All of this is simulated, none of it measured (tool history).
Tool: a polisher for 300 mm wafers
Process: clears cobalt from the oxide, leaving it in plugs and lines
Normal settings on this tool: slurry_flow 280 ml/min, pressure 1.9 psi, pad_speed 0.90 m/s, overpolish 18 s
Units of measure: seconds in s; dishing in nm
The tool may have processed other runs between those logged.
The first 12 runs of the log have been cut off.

run	hour	slurry_flow	pressure	pad_speed	overpolish	wafers since the last listed run	wafers polished on this pad	hours since the slurry nozzle was cleaned	hours since the head pressure was calibrated	incoming thickness of the incoming film, nm	seconds	dishing
13	395.8	280	1.9	0.90	18	353	1761	870.7	626.5	310.1	91.6	34.2
14	412.4	280	1.9	0.90	18	176	1938	887.3	643.1	309.1	92.7	34.3
# hour 414.9: head pressure recalibrated
15	427.0	280	1.9	0.90	18	134	2072	901.9	12.1	312.0	94.1	34.1
# hour 444.8: worn pad replaced by a new one
16	445.3	280	1.9	0.90	18	152	4	920.2	30.4	307.9	92.0	34.3
# hour 460.1: slurry nozzle cleaned
17	467.7	280	1.9	0.90	18	228	232	7.6	52.8	308.8	86.1	35.8
18	498.4	310	1.9	0.90	24	327	559	38.3	83.5	307.5	83.2	39.6
19	534.2	280	1.9	0.90	18	381	941	74.1	119.3	305.1	84.4	34.7
20	558.1	280	1.9	0.90	18	254	1196	98.0	143.2	307.2	85.6	34.4
21	590.7	280	1.9	0.90	18	347	1543	130.6	175.8	307.2	86.9	35.1
22	603.8	280	1.3	0.90	18	139	1683	143.7	188.9	312.4	122.5	29.5
23	617.7	365	1.7	0.90	7	148	1831	157.6	202.8	306.8	92.3	19.0
24	643.6	280	1.9	0.90	18	275	2107	183.5	228.7	313.0	87.7	34.8
# hour 658.8: worn pad replaced by a new one
25	659.3	330	1.9	0.90	18	124	5	199.2	244.4	309.5	86.8	35.6
26	682.5	230	1.2	0.90	11	247	252	222.4	267.6	305.4	136.8	19.8
27	703.9	280	1.9	0.90	18	228	480	243.8	289.0	313.0	91.1	35.1
28	783.2	280	1.9	0.90	21	844	1325	323.1	368.3	307.7	89.3	37.5
29	802.3	325	1.3	0.78	18	203	1528	342.2	387.4	313.1	144.9	26.7
30	836.4	345	1.9	0.90	18	363	1892	376.3	421.5	310.4	86.5	35.2
# hour 853.6: worn pad replaced by a new one
31	870.8	235	1.7	0.90	18	323	182	410.7	455.9	306.0	101.1	32.1
32	896.5	205	1.9	0.90	15	273	456	436.4	481.6	308.7	96.8	30.7
33	914.7	330	1.9	1.02	24	193	650	454.6	499.8	311.6	78.5	40.3
34	929.8	280	1.9	0.90	18	160	811	469.7	514.9	314.4	93.7	34.0
35	945.8	280	2.6	1.08	18	170	982	485.7	530.9	312.0	58.6	41.2

Forecast each of these 3 alternatives for the next run:
A	946.2	280	1.6	0.90	18	4	986	486.1	531.3	309.7	?	?
B	946.2	355	1.7	1.04	24	4	986	486.1	531.3	309.7	?	?
C	946.2	185	2.2	0.66	15	4	986	486.1	531.3	309.7	?	?

run	seconds	dishing
A	106.4	31.2
B	84.0	38.7
C	118.4	26.4
With the hidden condition removed and each run's random variation left untouched, the same runs would have given:
run	seconds	dishing
A	99.1	32.3
B	79.5	39.4
C	106.4	28.2

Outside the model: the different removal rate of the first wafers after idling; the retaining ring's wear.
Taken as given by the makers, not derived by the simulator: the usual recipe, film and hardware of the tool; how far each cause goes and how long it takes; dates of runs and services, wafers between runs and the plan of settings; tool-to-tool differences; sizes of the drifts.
